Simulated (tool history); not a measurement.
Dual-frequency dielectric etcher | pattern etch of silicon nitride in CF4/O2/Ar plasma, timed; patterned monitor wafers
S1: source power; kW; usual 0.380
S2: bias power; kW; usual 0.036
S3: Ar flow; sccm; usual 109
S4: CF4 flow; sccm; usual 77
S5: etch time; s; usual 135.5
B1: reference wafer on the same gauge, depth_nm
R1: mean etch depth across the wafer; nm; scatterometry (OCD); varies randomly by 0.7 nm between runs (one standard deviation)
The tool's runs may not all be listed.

run,hour,S1,S2,S3,S4,S5,B1,R1
1,0.0,0.380,0.036,109,77,135.5,142.0,156.8
2,29.9,0.380,0.036,109,77,135.5,141.8,155.9
3,83.2,0.380,0.036,109,77,135.5,141.9,154.0
4,218.3,0.380,0.036,109,77,135.5,142.2,153.4
5,266.8,0.380,0.036,109,77,135.5,141.9,153.0
# hour 298.7: wet clean of the chamber
6,335.5,0.380,0.031,109,77,135.5,142.1,151.5
7,362.5,0.380,0.036,109,77,135.5,141.8,157.0
# hour 378.7: CF4 flow controller replaced
# hour 394.1: bias power generator calibrated
# hour 395.7: Ar flow controller replaced
8,408.6,0.380,0.036,109,77,135.5,142.2,156.8
9,457.8,0.380,0.036,109,77,135.5,142.1,155.9
10,523.0,0.380,0.036,109,77,135.5,141.9,155.0
11,569.4,0.420,0.042,92,77,169.5,142.1,230.2
12,611.7,0.380,0.036,109,71,135.5,141.6,153.2
# hour 674.8: gauge calibrated
# hour 678.0: upper electrode replaced
13,678.5,0.380,0.036,109,77,135.5,142.0,153.1
# hour 748.6: wet clean of the chamber
14,749.1,0.380,0.036,109,77,135.5,141.9,159.4
15,763.7,0.380,0.044,109,77,167.5,141.8,210.7
# hour 790.6: source power generator calibrated
16,791.1,0.380,0.036,109,77,135.5,142.1,157.8
17,828.9,0.440,0.036,101,96,135.5,141.8,189.7
18,882.4,0.380,0.036,109,66,169.0,142.2,194.1
19,920.4,0.380,0.036,109,58,99.5,141.8,111.8
20,970.8,0.380,0.042,109,77,135.5,142.0,162.9
21,1037.5,0.380,0.039,109,82,117.0,142.1,136.7

Below, each run's measurement less what the same run would have read without the hidden state. Both values contain the same run-to-run variation, but the gauge's scatter may not be the same in both:
Hidden conditions of the tool in this case: etch rate over this chamber's usual, %; source power that arrives over what is set, %; bias power that arrives over what is set, %; Ar flow that arrives over what is set, %; CF4 flow that arrives over what is set, %; gauge reads high (%).
run,R1
1,-2.5
2,-3.0
3,-3.8
4,-6.0
5,-6.8
6,-1.2
7,-1.5
8,-2.3
9,-3.1
10,-4.1
11,-7.3
12,-5.5
13,-6.5
14,+0.2
15,-0.1
16,-0.5
17,-1.3
18,-2.4
19,-1.9
20,-3.6
21,-3.9
